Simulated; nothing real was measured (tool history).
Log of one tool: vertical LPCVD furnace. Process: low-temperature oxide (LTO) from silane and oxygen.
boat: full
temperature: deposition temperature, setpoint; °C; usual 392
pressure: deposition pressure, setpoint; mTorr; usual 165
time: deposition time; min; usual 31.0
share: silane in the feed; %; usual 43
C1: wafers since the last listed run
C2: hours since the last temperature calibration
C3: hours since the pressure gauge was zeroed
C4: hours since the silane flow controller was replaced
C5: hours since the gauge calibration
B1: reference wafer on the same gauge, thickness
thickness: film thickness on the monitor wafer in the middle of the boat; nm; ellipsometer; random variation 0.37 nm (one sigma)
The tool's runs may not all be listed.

Run 1, hour 0.0: usual settings; C1 0; C2 4625.0; C3 3712.2; C4 5675.8; C5 77.7; B1 270.91. Result: thickness 244.37 nm.
Run 2, hour 30.1: usual settings; C1 234; C2 4655.1; C3 3742.3; C4 5705.9; C5 107.8; B1 270.88. Result: thickness 244.50 nm.
Run 3, hour 50.2: usual settings; C1 156; C2 4675.2; C3 3762.4; C4 5726.0; C5 127.9; B1 270.79. Result: thickness 244.47 nm.
Run 4, hour 64.9: usual settings; C1 114; C2 4689.9; C3 3777.1; C4 5740.7; C5 142.6; B1 270.88. Result: thickness 245.29 nm.
Run 5, hour 91.5: usual settings; C1 207; C2 4716.5; C3 3803.7; C4 5767.3; C5 169.2; B1 270.88. Result: thickness 244.57 nm.
At hour 119.4: thermocouples replaced and temperature profile calibrated.
Run 6, hour 119.9: usual settings but share 48 %; C1 34; C2 0.5; C3 3832.1; C4 5795.7; C5 197.6; B1 271.05. Result: thickness 274.04 nm.
At hour 145.6: pressure gauge zeroed.
Run 7, hour 148.3: usual settings but share 48 %; C1 34; C2 28.9; C3 2.7; C4 5824.1; C5 226.0; B1 270.93. Result: thickness 274.56 nm.
At hour 160.2: gauge calibrated.
Run 8, hour 168.4: usual settings; C1 156; C2 49.0; C3 22.8; C4 5844.2; C5 8.2; B1 270.92. Result: thickness 244.36 nm.
Run 9, hour 195.1: usual settings but share 50 %; C1 208; C2 75.7; C3 49.5; C4 5870.9; C5 34.9; B1 271.21. Result: thickness 284.80 nm.
Run 10, hour 225.0: usual settings; C1 232; C2 105.6; C3 79.4; C4 5900.8; C5 64.8; B1 270.98. Result: thickness 244.76 nm.
At hour 264.7: silane flow controller replaced.
Run 11, hour 265.2: usual settings; C1 126; C2 145.8; C3 119.6; C4 0.5; C5 105.0; B1 270.99. Result: thickness 244.89 nm.
Run 12, hour 277.9: usual settings but temperature 386 °C, pressure 180 mTorr, time 43.5 min; C1 98; C2 158.5; C3 132.3; C4 13.2; C5 117.7; B1 270.87. Result: thickness 349.66 nm.
Run 13, hour 302.5: usual settings but temperature 397 °C, pressure 125 mTorr, time 25.5 min, share 50 %; C1 191; C2 183.1; C3 156.9; C4 37.8; C5 142.3; B1 270.90. Result: thickness 186.21 nm.
Run 14, hour 315.2: usual settings but temperature 398 °C, share 40 %; C1 98; C2 195.8; C3 169.6; C4 50.5; C5 155.0; B1 271.01. Result: thickness 239.84 nm.
Run 15, hour 334.2: usual settings but temperature 380 °C, pressure 190 mTorr; C1 148; C2 214.8; C3 188.6; C4 69.5; C5 174.0; B1 271.06. Result: thickness 246.02 nm.
Run 16, hour 355.9: usual settings but time 26.0 min; C1 169; C2 236.5; C3 210.3; C4 91.2; C5 195.7; B1 270.93. Result: thickness 205.04 nm.

Forecast each of these 5 alternatives for the next run:
Run A, hour 361.3: usual settings but share 41 %; C1 42; C2 241.9; C3 215.7; C4 96.6; C5 201.1; B1 ?. Result: thickness ?.
Run B, hour 361.3: usual settings but temperature 385 °C, pressure 135 mTorr, share 37 %; C1 42; C2 241.9; C3 215.7; C4 96.6; C5 201.1; B1 ?. Result: thickness ?.
Run C, hour 361.3: usual settings but temperature 396 °C, pressure 140 mTorr; C1 42; C2 241.9; C3 215.7; C4 96.6; C5 201.1; B1 ?. Result: thickness ?.
Run D, hour 361.3: usual settings but pressure 175 mTorr, share 50 %; C1 42; C2 241.9; C3 215.7; C4 96.6; C5 201.1; B1 ?. Result: thickness ?.
Run E, hour 361.3: usual settings but pressure 190 mTorr, time 36.0 min; C1 42; C2 241.9; C3 215.7; C4 96.6; C5 201.1; B1 ?. Result: thickness ?.

run      B1  thickness
  A  270.91     231.56
  B  270.91     153.44
  C  270.91     216.96
  D  270.91     301.68
  E  270.91     327.17
Without the tool's hidden state the same runs would have given:
run  thickness
  A     231.56
  B     153.44
  C     216.96
  D     301.68
  E     327.17
